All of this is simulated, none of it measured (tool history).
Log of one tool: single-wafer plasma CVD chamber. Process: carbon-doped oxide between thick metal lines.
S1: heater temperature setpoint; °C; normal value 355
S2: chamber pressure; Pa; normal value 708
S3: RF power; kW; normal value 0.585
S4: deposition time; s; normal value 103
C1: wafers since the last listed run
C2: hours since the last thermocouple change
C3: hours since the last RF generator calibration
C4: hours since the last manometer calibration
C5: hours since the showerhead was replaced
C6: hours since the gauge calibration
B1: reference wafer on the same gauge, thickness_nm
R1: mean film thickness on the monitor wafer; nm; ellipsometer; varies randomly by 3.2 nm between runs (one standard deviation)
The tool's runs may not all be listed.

run,hour,S1,S2,S3,S4,C1,C2,C3,C4,C5,C6,B1,R1
1,0,355,708,0.585,89,0,1530.4,422.3,123.3,2572.8,1291.8,432.902,452.45
2,59.4,355,708,0.585,103,632,1589.8,481.7,182.7,2632.2,1351.2,433.803,522.2
3,117.8,355,708,0.585,103,622,1648.2,540.1,241.1,2690.6,1409.6,432.354,524.107
# hour 208.7: gauge calibrated
# hour 313.6: thermocouple changed; heater temperature recalibrated
4,368.5,355,708,0.585,103,2585,54.9,790.8,491.8,2941.3,159.8,432.275,520.42
5,416.1,363,708,0.585,103,507,102.5,838.4,539.4,2988.9,207.4,433.131,511.231
6,455.6,363,708,0.585,103,420,142,877.9,578.9,3028.4,246.9,432.487,509.746
7,537.2,355,708,0.585,103,869,223.6,959.5,660.5,3110,328.5,432.151,513.771
8,760.5,355,708,0.52,103,2378,446.9,1182.8,883.8,3333.3,551.8,433.617,479.231
# hour 793.5: capacitance manometer re-zeroed and calibrated
9,850.4,355,708,0.52,103,872,536.8,1272.7,56.9,3423.2,641.7,431.78,476.775
10,895.1,355,708,0.585,103,476,581.5,1317.4,101.6,3467.9,686.4,432.896,518.151
11,964.3,355,708,0.585,103,737,650.7,1386.6,170.8,3537.1,755.6,433.205,513.651
12,1008.5,365,708,0.585,103,470,694.9,1430.8,215,3581.3,799.8,433.15,501.55
13,1065.3,365,708,0.585,103,605,751.7,1487.6,271.8,3638.1,856.6,432.869,499.056
14,1155.9,365,708,0.585,103,965,842.3,1578.2,362.4,3728.7,947.2,433.841,499.041
# hour 1241.1: RF generator calibrated
15,1243.2,347,708,0.69,103,844,929.6,2.1,449.7,3816,1034.5,433.43,609.086
16,1343.3,345,640,0.585,83,1066,1029.7,102.2,549.8,3916.1,1134.6,433.193,440.038
17,1383.7,343,559,0.535,122,430,1070.1,142.6,590.2,3956.5,1175,433.606,596.925
18,1432.3,360,708,0.585,110,517,1118.7,191.2,638.8,4005.1,1223.6,434.349,558.913
# hour 1635.3: gauge calibrated
19,1670.4,348,833,0.525,110,2536,1356.8,429.3,876.9,4243.2,35.1,432.031,545.48
20,1737,355,708,0.585,103,709,1423.4,495.9,943.5,4309.8,101.7,432.977,522.233
# hour 1800.3: showerhead replaced
# hour 1884.9: thermocouple changed; heater temperature recalibrated
# hour 1919.7: capacitance manometer re-zeroed and calibrated
21,2044.2,348,768,0.585,103,3016,159.3,803.1,124.5,243.9,408.9,433.177,536.065
22,2103.3,347,708,0.69,103,629,218.4,862.2,183.6,303,468,432.412,586.718
23,2151.8,355,816,0.62,103,516,266.9,910.7,232.1,351.5,516.5,432.975,550.73
24,2223.7,355,708,0.585,103,765,338.8,982.6,304,423.4,588.4,432.352,515.644
25,2302.6,355,708,0.585,119,840,417.7,1061.5,382.9,502.3,667.3,433.172,593.361
26,2358.5,355,708,0.585,103,595,473.6,1117.4,438.8,558.2,723.2,433.297,514.034
27,2424.5,355,708,0.585,103,703,539.6,1183.4,504.8,624.2,789.2,433.372,512.64
28,2474.6,355,588,0.615,103,533,589.7,1233.5,554.9,674.3,839.3,433.618,510.333

3 ways to go on from here, each from the tool as it stands after run 28. What would each give?
A,2475,355,708,0.585,103,4,590.1,1233.9,555.3,674.7,839.7,?,?
B,2475,355,616,0.55,94,4,590.1,1233.9,555.3,674.7,839.7,?,?
C,2475,355,708,0.7,86,4,590.1,1233.9,555.3,674.7,839.7,?,?

run,B1,R1
A,433.871,517.893
B,433.871,444.073
C,433.871,483.606
Had the tool no hidden state, the same runs would have come out as:
run,R1
A,543.918
B,466.939
C,507.029

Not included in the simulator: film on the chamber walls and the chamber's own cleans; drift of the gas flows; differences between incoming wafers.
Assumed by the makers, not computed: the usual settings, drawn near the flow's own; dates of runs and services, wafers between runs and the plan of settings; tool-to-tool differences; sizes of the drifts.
